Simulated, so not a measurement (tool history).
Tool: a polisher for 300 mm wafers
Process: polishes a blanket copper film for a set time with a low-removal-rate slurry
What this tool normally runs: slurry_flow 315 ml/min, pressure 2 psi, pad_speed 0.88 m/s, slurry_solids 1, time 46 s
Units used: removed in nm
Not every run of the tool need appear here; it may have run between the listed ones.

run   hour  slurry_flow  pressure  pad_speed  slurry_solids  time  wafers since the last listed run  wafers polished on this pad  hours since the slurry nozzle was cleaned  hours since the head pressure was calibrated  hours since the slurry blender was calibrated  incoming thickness of the incoming film, nm  removed
  1      0          315         2       0.88           1.15    46                                 0                         1808                                      329.3                                         107.2                                          253.9                                        925.8    103.3
      17.4  -- worn pad replaced by a new one
  2   20.8          315         2       0.88           1.15    46                               161                           32                                      350.1                                           128                                          274.7                                        899.1    102.3
  3     40          315         2       0.88           1.15    46                               184                          216                                      369.3                                         147.2                                          293.9                                        894.2    102.4
  4   56.6          315       2.2       0.88              1    46                               159                          375                                      385.9                                         163.8                                          310.5                                        927.6    112.1
  5   68.6          315         2       0.88              1    46                               115                          490                                      397.9                                         175.8                                          322.5                                        895.5    104.2
  6     94          315         2       0.88              1    46                               243                          734                                      423.3                                         201.2                                          347.9                                        909.7    101.1
  7    114          315         2       0.88              1    46                               191                          926                                      443.3                                         221.2                                          367.9                                        912.1    103.6
     120.9  -- slurry blender recalibrated
  8    149          315         2       0.88           0.85    46                               316                         1242                                      478.3                                         256.2                                           28.1                                        921.4    100.7
  9  164.7          315         2       0.88           0.85    46                               150                         1393                                        494                                         271.9                                           43.8                                        927.1    101.7
 10  182.5          245         2       0.88              1    46                               170                         1563                                      511.8                                         289.7                                           61.6                                        911.4    103.1
 11  206.2          280         2       1.04            0.7    34                               227                         1791                                      535.5                                         313.4                                           85.3                                        907.7     81.9
     225.4  -- worn pad replaced by a new one
 12  231.3          315       2.2       0.88              1    46                               202                           56                                      560.6                                         338.5                                          110.4                                        921.1    119.5
     252.7  -- slurry nozzle cleaned
 13  253.9          315         2       0.88              1    46                               207                          263                                        1.2                                         361.1                                            133                                        913.8      108
 14  269.4          315         2       0.88           1.15    46                               148                          411                                       16.7                                         376.6                                          148.5                                        918.5    109.9
 15  282.3          315         2       0.88              1    54                               123                          535                                       29.6                                         389.5                                          161.4                                        899.5    128.2
     296.4  -- head pressure recalibrated
 16  296.9          315         2       0.88            1.1    34                               120                          656                                       44.2                                           0.5                                            176                                        901.9     74.6
 17  310.8          315         2       0.98              1    37                               133                          789                                       58.1                                          14.4                                          189.9                                        911.6     86.5
 18  323.5          410         2       0.88            1.2    46                               121                          911                                       70.8                                          27.1                                          202.6                                        918.1    103.4
 19  342.3          315         2       0.88              1    46                               180                         1092                                       89.6                                          45.9                                          221.4                                        913.6     99.1
 20  376.1          240         2       0.72            1.2    46                               324                         1416                                      123.4                                          79.7                                          255.2                                          931     84.4
     407.7  -- worn pad replaced by a new one
 21  417.1          315         2       0.96              1    46                               354                           89                                      164.4                                         120.7                                          296.2                                        912.2    108.2
 22  431.5          315         2        0.6            1.1    46                               138                          228                                      178.8                                         135.1                                          310.6                                        912.8     75.5
 23  467.3          315       1.4       0.88              1    38                               343                          571                                      214.6                                         170.9                                          346.4                                        914.1     58.9
 24  479.5          315         2       0.88              1    46                               117                          688                                      226.8                                         183.1                                          358.6                                        905.2    102.4
 25  498.3          315         2       1.04              1    46                               180                          868                                      245.6                                         201.9                                          377.4                                        901.1      117
 26  525.1          315       2.4       0.88           0.75    41                               257                         1125                                      272.4                                         228.7                                          404.2                                        895.6    105.5
     543.1  -- slurry blender recalibrated
 27  544.6          315       2.3       0.88           1.25    46                               167                         1293                                      291.9                                         248.2                                            1.5                                        911.2    128.2
 28  592.8          315       1.4       0.88              1    46                               462                         1756                                      340.1                                         296.4                                           49.7                                        911.9     75.3
     609.6  -- head pressure recalibrated
     616.2  -- worn pad replaced by a new one
 29  616.7          315         2       0.88              1    46                               171                            4                                        364                                           7.1                                           73.6                                        916.6     97.3

The tool's hidden state at each run:
removal rate lost through wear of the pad, %: 0 across all the runs
slurry flow missing at the pad, %: 0 across all the runs
abrasive missing from the slurry, %: 0 across all the runs
H1: deviation of the head's pressure from its setpoint, %
run     H1
  1   3.08
  2   3.74
  3   4.34
  4   4.87
  5   5.25
  6   6.05
  7   6.68
  8   7.79
  9   8.29
 10   8.85
 11    9.6
 12   10.4
 13   11.1
 14   11.6
 15     12
 16  0.662
 17    1.1
 18    1.5
 19    2.1
 20   3.17
 21   4.46
 22   4.92
 23   6.05
 24   6.44
 25   7.03
 26   7.88
 27    8.5
 28     10
 29  0.233

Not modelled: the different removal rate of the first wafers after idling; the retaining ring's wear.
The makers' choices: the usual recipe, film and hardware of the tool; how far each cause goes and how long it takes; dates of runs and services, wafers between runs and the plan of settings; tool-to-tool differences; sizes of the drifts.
